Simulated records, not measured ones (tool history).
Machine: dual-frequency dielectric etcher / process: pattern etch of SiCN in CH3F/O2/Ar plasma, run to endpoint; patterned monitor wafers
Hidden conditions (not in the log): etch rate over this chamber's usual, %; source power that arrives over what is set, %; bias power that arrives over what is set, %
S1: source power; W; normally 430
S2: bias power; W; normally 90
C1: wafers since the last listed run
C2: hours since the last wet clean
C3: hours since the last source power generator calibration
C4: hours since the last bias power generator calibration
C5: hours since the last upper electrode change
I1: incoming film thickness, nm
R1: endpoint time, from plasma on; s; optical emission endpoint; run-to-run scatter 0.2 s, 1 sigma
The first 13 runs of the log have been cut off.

run,hour,S1,S2,C1,C2,C3,C4,C5,I1,R1
14,319.3,430,76,503,49.0,4480.0,1442.7,3388.1,12.26,30.2
15,399.2,430,76,1378,128.9,4559.9,1522.6,3468.0,12.39,30.0
# hour 435.0: upper electrode replaced, of another model than before
16,435.5,430,90,212,165.2,4596.2,1558.9,0.5,12.40,28.7
17,435.9,430,90,6,165.6,4596.6,1559.3,0.9,12.23,28.3
18,451.7,380,90,272,181.4,4612.4,1575.1,16.7,12.19,29.6
# hour 467.4: bias power generator calibrated
19,471.4,320,90,270,201.1,4632.1,4.0,36.4,12.15,31.3
20,483.6,430,90,210,213.3,4644.3,16.2,48.6,12.20,27.9
21,497.9,340,106,246,227.6,4658.6,30.5,62.9,12.24,28.8
# hour 535.2: source power generator calibrated
22,535.7,340,103,583,265.4,0.5,68.3,100.7,12.39,29.3
23,548.4,430,84,219,278.1,13.2,81.0,113.4,12.33,28.7
24,575.7,480,84,471,305.4,40.5,108.3,140.7,12.33,27.6
25,603.6,400,111,481,333.3,68.4,136.2,168.6,12.27,26.2
26,634.0,430,81,524,363.7,98.8,166.6,199.0,12.21,28.9
27,652.2,360,90,314,381.9,117.0,184.8,217.2,12.38,30.2
28,681.9,340,100,512,411.6,146.7,214.5,246.9,12.34,29.6
# hour 729.5: wet clean of the chamber
29,730.0,430,90,415,0.5,194.8,262.6,295.0,12.40,28.7
30,730.3,530,77,5,0.8,195.1,262.9,295.3,12.35,28.2
31,756.7,520,90,455,27.2,221.5,289.3,321.7,12.32,26.3
32,778.9,350,81,383,49.4,243.7,311.5,343.9,12.31,32.1
33,799.2,520,108,350,69.7,264.0,331.8,364.2,12.41,24.7
34,827.4,430,90,486,97.9,292.2,360.0,392.4,12.18,28.5

Alternative continuations, all from the tool just after run 34; predict every row:
A,827.8,430,90,6,98.3,292.6,360.4,392.8,12.26,?
B,827.8,330,74,6,98.3,292.6,360.4,392.8,12.26,?
C,827.8,470,103,6,98.3,292.6,360.4,392.8,12.26,?
D,827.8,470,90,6,98.3,292.6,360.4,392.8,12.26,?

run,R1
A,28.3
B,34.4
C,25.7
D,27.2
What these runs would have given with no unlogged condition in the tool:
run,R1
A,28.4
B,34.5
C,25.8
D,27.3
